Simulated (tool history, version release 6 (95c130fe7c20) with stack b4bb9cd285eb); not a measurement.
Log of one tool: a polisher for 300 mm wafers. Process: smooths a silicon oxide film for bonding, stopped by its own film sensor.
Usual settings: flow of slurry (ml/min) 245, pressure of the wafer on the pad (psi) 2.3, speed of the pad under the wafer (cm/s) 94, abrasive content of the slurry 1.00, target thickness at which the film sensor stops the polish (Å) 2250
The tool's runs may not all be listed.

run    hour  flow of slurry (ml/min)  pressure of the wafer on the pad (psi)  speed of the pad under the wafer (cm/s)  abrasive content of the slurry  target thickness at which the film sensor stops the polish (Å)  wafers since the last listed run  wafers polished on this pad  hours since the slurry nozzle was cleaned  hours since the head pressure was calibrated  hours since the slurry blender was calibrated  incoming thickness of the incoming film, nm  time until the film sensor stopped the polish (s)
  1     0.0                      245                                     2.3                                       94                            1.00                                                            2300                                 0                         4718                                      228.3                                         279.7                                          218.3                                        265.6                                               49.1
  2    61.4                      245                                     2.3                                       94                            1.00                                                            2300                              1064                         5783                                      289.7                                         341.1                                          279.7                                        264.9                                               48.6
      110.6  -- worn pad replaced by a new one
  3   111.1                      245                                     2.3                                       94                            1.00                                                            2300                               792                            7                                      339.4                                         390.8                                          329.4                                        262.2                                               44.1
      127.9  -- slurry blender recalibrated
      131.4  -- slurry nozzle cleaned
  4   155.9                      245                                     2.3                                       94                            1.00                                                            2250                               724                          732                                       24.5                                         435.6                                           28.0                                        261.2                                               49.6
  5   222.4                      245                                     2.3                                       94                            1.00                                                            2250                              1153                         1886                                       91.0                                         502.1                                           94.5                                        260.3                                               46.4
  6   277.5                      245                                     2.3                                       94                            1.00                                                            2250                               955                         2841                                      146.1                                         557.2                                          149.6                                        260.7                                               46.8
  7   334.0                      245                                     2.3                                       94                            1.00                                                            2160                               979                         3821                                      202.6                                         613.7                                          206.1                                        255.5                                               51.5
  8   369.9                      245                                     2.3                                       94                            1.00                                                            2160                               622                         4444                                      238.5                                         649.6                                          242.0                                        259.0                                               57.5
  9   398.9                      245                                     2.3                                       94                            1.00                                                            2250                               502                         4947                                      267.5                                         678.6                                          271.0                                        259.6                                               44.9
      421.2  -- head pressure recalibrated
      473.0  -- slurry nozzle cleaned
      476.2  -- worn pad replaced by a new one
      522.6  -- slurry blender recalibrated
 10   612.2                      245                                     2.3                                       94                            1.00                                                            2250                              3556                         2323                                      139.2                                         191.0                                           89.6                                        256.6                                               43.4
 11   664.9                      245                                     2.3                                       94                            1.00                                                            2250                               913                         3237                                      191.9                                         243.7                                          142.3                                        263.2                                               52.6
 12   713.1                      245                                     2.3                                       94                            1.00                                                            2250                               835                         4073                                      240.1                                         291.9                                          190.5                                        264.9                                               55.0
      771.9  -- worn pad replaced by a new one
 13   772.4                      245                                     2.3                                       94                            1.00                                                            2250                               959                            8                                      299.4                                         351.2                                          249.8                                        264.6                                               53.1
 14   800.2                      245                                     2.3                                       94                            1.00                                                            2250                               482                          490                                      327.2                                         379.0                                          277.6                                        265.4                                               55.4
      812.0  -- slurry nozzle cleaned
 15   844.2                      245                                     2.3                                       94                            1.00                                                            2330                               745                         1236                                       32.2                                         423.0                                          321.6                                        256.7                                               32.0
 16   881.8                      245                                     2.3                                      114                            1.00                                                            2320                               652                         1888                                       69.8                                         460.6                                          359.2                                        258.9                                               30.3
      909.8  -- slurry blender recalibrated
 17   921.3                      270                                     2.3                                       84                            1.00                                                            2250                               650                         2539                                      109.3                                         500.1                                           11.5                                        263.2                                               55.4
 18   984.1                      245                                     2.3                                       94                            1.00                                                            2250                              1089                         3628                                      172.1                                         562.9                                           74.3                                        264.0                                               51.1
 19  1033.3                      245                                     2.0                                       94                            0.85                                                            2250                               853                         4481                                      221.3                                         612.1                                          123.5                                        263.3                                               60.6
 20  1067.9                      245                                     1.6                                       94                            1.00                                                            2250                               600                         5081                                      255.9                                         646.7                                          158.1                                        255.1                                               56.7
     1109.4  -- slurry nozzle cleaned
 21  1135.4                      245                                     2.3                                       64                            0.85                                                            2150                              1153                         6234                                       26.0                                         714.2                                          225.6                                        262.7                                               88.4
     1142.3  -- worn pad replaced by a new one
 22  1175.2                      245                                     2.3                                       94                            1.10                                                            2290                               620                          570                                       65.8                                         754.0                                          265.4                                        260.8                                               38.5
     1195.4  -- head pressure recalibrated
 23  1236.8                      245                                     2.1                                       94                            1.10                                                            2250                              1033                         1604                                      127.4                                          41.4                                          327.0                                        261.5                                               52.3
     1258.2  -- slurry blender recalibrated
 24  1268.4                      245                                     2.3                                       94                            1.00                                                            2250                               513                         2117                                      159.0                                          73.0                                           10.2                                        256.6                                               43.1
 25  1337.8                      245                                     2.3                                       94                            1.00                                                            2300                              1203                         3321                                      228.4                                         142.4                                           79.6                                        257.7                                               37.6
 26  1407.1                      305                                     2.3                                       94                            1.00                                                            2290                              1201                         4522                                      297.7                                         211.7                                          148.9                                        255.6                                               34.8
 27  1455.1                      245                                     2.3                                      108                            0.90                                                            2250                               832                         5355                                      345.7                                         259.7                                          196.9                                        260.6                                               44.3
     1486.0  -- slurry nozzle cleaned
 28  1490.1                      245                                     2.3                                       94                            1.00                                                            2250                               589                         5945                                        4.1                                         294.7                                          231.9                                        256.0                                               41.5
     1505.6  -- worn pad replaced by a new one
 29  1558.1                      245                                     2.3                                       94                            1.00                                                            2250                              1109                          910                                       72.1                                         362.7                                          299.9                                        263.2                                               50.8
 30  1609.9                      325                                     2.3                                       82                            1.00                                                            2250                               898                         1809                                      123.9                                         414.5                                          351.7                                        257.3                                               45.6
     1649.3  -- slurry blender recalibrated
 31  1663.5                      325                                     2.3                                       82                            1.00                                                            2250                               894                         2704                                      177.5                                         468.1                                           14.2                                        260.4                                               50.1

The tool's hidden state at each run:
removal rate lost through wear of the pad, %: 0 in every run
slurry flow missing at the pad, %: 0 in every run
abrasive missing from the slurry, %: 0 in every run
H1: deviation of the head's pressure from its setpoint, %
run     H1
  1  0.732
  2   1.34
  3   1.93
  4   2.52
  5   3.52
  6   4.46
  7   5.52
  8   6.25
  9   6.87
 10  0.336
 11  0.704
 12   1.12
 13   1.73
 14   2.06
 15   2.62
 16   3.16
 17   3.77
 18   4.84
 19   5.77
 20   6.46
 21   7.94
 22   8.88
 23   1.69
 24   1.75
 25   1.99
 26   2.38
 27   2.75
 28   3.06
 29   3.78
 30   4.42
 31   5.18

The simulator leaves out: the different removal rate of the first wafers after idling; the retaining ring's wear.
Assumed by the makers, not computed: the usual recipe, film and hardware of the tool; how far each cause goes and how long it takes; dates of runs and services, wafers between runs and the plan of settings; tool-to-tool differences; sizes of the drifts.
